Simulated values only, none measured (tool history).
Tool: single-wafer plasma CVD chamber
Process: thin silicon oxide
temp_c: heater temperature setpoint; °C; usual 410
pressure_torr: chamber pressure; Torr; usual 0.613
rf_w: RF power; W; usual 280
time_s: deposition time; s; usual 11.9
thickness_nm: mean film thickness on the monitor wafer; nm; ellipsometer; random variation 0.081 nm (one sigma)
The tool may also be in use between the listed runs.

run	day	temp_c	pressure_torr	rf_w	time_s	wafers since the last listed run	hours since the last thermocouple change	hours since the last RF generator calibration	hours since the last manometer calibration	hours since the showerhead was replaced	hours since the gauge calibration	read-back reference wafer on the same gauge, thickness_nm	thickness_nm
1	0	410	0.613	280	11.9	0	339.5	531.6	1424.5	355.7	2799.8	16.895	15.161
2	3.817	410	0.613	280	11.9	4609	431.1	623.2	1516.1	447.3	2891.4	16.879	15.156
3	7.117	410	0.613	280	11.9	3985	510.3	702.4	1595.3	526.5	2970.6	16.916	14.946
4	9.979	410	0.492	280	11.9	3456	579	771.1	1664	595.2	3039.3	16.908	12.018
5	11.633	410	0.551	335	11.9	1997	618.7	810.8	1703.7	634.9	3079	16.861	14.228
6	14.021	410	0.56	315	11.9	2883	676	868.1	1761	692.2	3136.3	16.881	14.23
7	16.808	410	0.613	280	11.9	3366	742.9	935	1827.9	759.1	3203.2	16.85	14.941
8	19.033	421	0.613	320	13.5	2687	796.3	988.4	1881.3	812.5	3256.6	16.847	17.401
9	22.15	410	0.726	280	11.9	3763	871.1	1063.2	1956.1	887.3	3331.4	16.899	17.642
10	25.608	410	0.471	280	11.9	4176	954.1	1146.2	2039.1	970.3	3414.4	16.863	11.386
11	27.796	407	0.613	280	11.9	2641	1006.6	1198.7	2091.6	1022.8	3466.9	16.922	14.901
12	30.075	410	0.512	280	11.9	2752	1061.3	1253.4	2146.3	1077.5	3521.6	16.896	12.346
13	31.917	410	0.613	280	13.1	2224	1105.5	1297.6	2190.5	1121.7	3565.8	16.849	16.207
14	35.867	400	0.522	280	11.9	4770	1200.3	1392.4	2285.3	1216.5	3660.6	16.903	12.557
# day 38.038: RF generator calibrated
15	39.488	410	0.652	280	11.9	3970	1287.2	34.8	2372.2	1303.4	3747.5	16.903	15.611
16	41.858	397	0.613	280	11.9	2863	1344.1	91.7	2429.1	1360.3	3804.4	16.907	14.749
17	43.521	398	0.613	280	14	2007	1384	131.6	2469	1400.2	3844.3	16.911	17.431
# day 46.075: capacitance manometer re-zeroed and calibrated
18	47.775	410	0.687	240	14.1	4735	1486.1	233.7	40.8	1502.3	3946.4	16.901	19.596
# day 49.421: gauge calibrated
19	50.971	410	0.613	280	11.9	3859	1562.8	310.4	117.5	1579	37.2	16.886	15.435
20	54.688	410	0.492	280	11.9	4488	1652	399.6	206.7	1668.2	126.4	16.928	12.285
21	57.475	410	0.468	280	11.9	3366	1718.9	466.5	273.6	1735.1	193.3	16.912	11.792
22	60.754	410	0.613	280	11.9	3960	1797.6	545.2	352.3	1813.8	272	16.91	15.476
23	64.517	419	0.613	280	11.9	4543	1887.9	635.5	442.6	1904.1	362.3	16.883	15.362
24	66.738	424	0.703	250	13.8	2682	1941.2	688.8	495.9	1957.4	415.6	16.887	19.654
# day 67.788: thermocouple changed; heater temperature recalibrated
25	71.05	410	0.613	280	11.9	4805	78.3	792.3	599.4	2060.9	519.1	16.914	15.408
26	75.046	410	0.674	280	11.9	4825	174.2	888.2	695.3	2156.8	615	16.9	16.849
27	78.254	410	0.613	280	11.9	3874	251.2	965.2	772.3	2233.8	692	16.905	15.343
28	81.329	410	0.529	280	11.9	3713	325	1039	846.1	2307.6	765.8	16.896	13.287

Some steps in thickness_nm between neighbouring runs. How much of each would the tool show without its hidden state too (settings, what came in, random variation), and how much is left for the hidden state, with any gauge scatter that isn't in both results?
The hidden state here: wafer temperature above the value expected at the setpoint (K); delivered RF power above the setpoint (%); true pressure above the setpoint (%); gauge reads high (%).
Run 9 -> 10: pressure_torr 0.726 -> 0.471. thickness_nm -6.256 nm: hidden state +0.121, all else -6.377.
Run 14 -> 15: temp_c 400 -> 410, pressure_torr 0.522 -> 0.652, RF generator calibrated. thickness_nm +3.054 nm: hidden state -0.168, all else +3.222.
Run 17 -> 18: temp_c 398 -> 410, pressure_torr 0.613 -> 0.687, rf_w 280 -> 240, time_s 14 -> 14.1, capacitance manometer re-zeroed and calibrated. thickness_nm +2.165 nm: hidden state +1.016, all else +1.149.
Run 23 -> 24: temp_c 419 -> 424, pressure_torr 0.613 -> 0.703, rf_w 280 -> 250, time_s 11.9 -> 13.8. thickness_nm +4.292 nm: hidden state +0.011, all else +4.281.
